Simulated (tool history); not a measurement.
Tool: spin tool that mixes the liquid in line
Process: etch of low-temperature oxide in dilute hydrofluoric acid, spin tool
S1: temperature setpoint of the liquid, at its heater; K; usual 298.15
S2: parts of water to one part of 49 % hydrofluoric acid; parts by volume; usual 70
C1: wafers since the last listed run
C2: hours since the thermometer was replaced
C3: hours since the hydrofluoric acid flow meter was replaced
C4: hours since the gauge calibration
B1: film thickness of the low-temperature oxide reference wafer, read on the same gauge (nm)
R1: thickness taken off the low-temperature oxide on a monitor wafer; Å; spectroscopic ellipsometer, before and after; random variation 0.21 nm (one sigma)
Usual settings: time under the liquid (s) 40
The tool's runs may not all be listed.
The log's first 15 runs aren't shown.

run 16 day=7.938 | S1=298.15 S2=70 time_under_the_liquid_(s)=40 | C1=178 C2=61.1 C3=144.4 C4=671.9 | B1=139.99 | R1=206.7
run 17 day=8.358 | S1=295.15 S2=70 time_under_the_liquid_(s)=40 | C1=139 C2=71.2 C3=154.5 C4=682 | B1=139.97 | R1=184.5
-- day=8.458 gauge calibrated
run 18 day=9.396 | S1=294.65 S2=70 time_under_the_liquid_(s)=50 | C1=344 C2=96.1 C3=179.4 C4=22.5 | B1=140.04 | R1=227.1
run 19 day=9.988 | S1=294.15 S2=70 time_under_the_liquid_(s)=40 | C1=196 C2=110.3 C3=193.6 C4=36.7 | B1=140.02 | R1=176.7
run 20 day=10.671 | S1=298.15 S2=70 time_under_the_liquid_(s)=40 | C1=226 C2=126.7 C3=210 C4=53.1 | B1=139.98 | R1=208.6
run 21 day=10.983 | S1=299.65 S2=55 time_under_the_liquid_(s)=65 | C1=103 C2=134.2 C3=217.5 C4=60.6 | B1=140 | R1=472.7
run 22 day=11.362 | S1=298.15 S2=70 time_under_the_liquid_(s)=40 | C1=125 C2=143.3 C3=226.6 C4=69.7 | B1=140 | R1=207.4
run 23 day=11.629 | S1=298.15 S2=70 time_under_the_liquid_(s)=40 | C1=88 C2=149.7 C3=233 C4=76.1 | B1=140.02 | R1=208.5
run 24 day=11.917 | S1=295.65 S2=70 time_under_the_liquid_(s)=40 | C1=95 C2=156.6 C3=239.9 C4=83 | B1=139.99 | R1=190.4
run 25 day=12.496 | S1=298.15 S2=85 time_under_the_liquid_(s)=30 | C1=192 C2=170.5 C3=253.8 C4=96.9 | B1=140 | R1=128.3
run 26 day=13.021 | S1=298.15 S2=80 time_under_the_liquid_(s)=55 | C1=174 C2=183.1 C3=266.4 C4=109.5 | B1=140 | R1=247.9
run 27 day=13.317 | S1=300.65 S2=70 time_under_the_liquid_(s)=40 | C1=98 C2=190.2 C3=273.5 C4=116.6 | B1=139.98 | R1=232.6
run 28 day=13.629 | S1=298.15 S2=70 time_under_the_liquid_(s)=40 | C1=103 C2=197.7 C3=281 C4=124.1 | B1=140.02 | R1=209.7
run 29 day=13.929 | S1=298.15 S2=60 time_under_the_liquid_(s)=65 | C1=99 C2=204.9 C3=288.2 C4=131.3 | B1=140.02 | R1=397.5
run 30 day=14.354 | S1=299.65 S2=55 time_under_the_liquid_(s)=60 | C1=141 C2=215.1 C3=298.4 C4=141.5 | B1=139.98 | R1=425.1
run 31 day=14.954 | S1=298.15 S2=70 time_under_the_liquid_(s)=40 | C1=199 C2=229.5 C3=312.8 C4=155.9 | B1=140 | R1=210.1
run 32 day=15.312 | S1=298.15 S2=55 time_under_the_liquid_(s)=60 | C1=119 C2=238.1 C3=321.4 C4=164.5 | B1=139.99 | R1=403.1

Forecast each of these 4 alternatives for the next run:
run A day=15.329 | S1=298.15 S2=70 time_under_the_liquid_(s)=25 | C1=5 C2=238.5 C3=321.8 C4=164.9 | B1=? | R1=?
run B day=15.329 | S1=302.65 S2=55 time_under_the_liquid_(s)=20 | C1=5 C2=238.5 C3=321.8 C4=164.9 | B1=? | R1=?
run C day=15.329 | S1=296.15 S2=90 time_under_the_liquid_(s)=40 | C1=5 C2=238.5 C3=321.8 C4=164.9 | B1=? | R1=?
run D day=15.329 | S1=296.65 S2=90 time_under_the_liquid_(s)=15 | C1=5 C2=238.5 C3=321.8 C4=164.9 | B1=? | R1=?

run=A B1=139.99 R1=127.2
run=B B1=139.99 R1=158.3
run=C B1=139.99 R1=142.4
run=D B1=139.99 R1=54.5
Without the tool's hidden state the same runs would have given:
run=A R1=130
run=B R1=161.6
run=C R1=145.5
run=D R1=55.7

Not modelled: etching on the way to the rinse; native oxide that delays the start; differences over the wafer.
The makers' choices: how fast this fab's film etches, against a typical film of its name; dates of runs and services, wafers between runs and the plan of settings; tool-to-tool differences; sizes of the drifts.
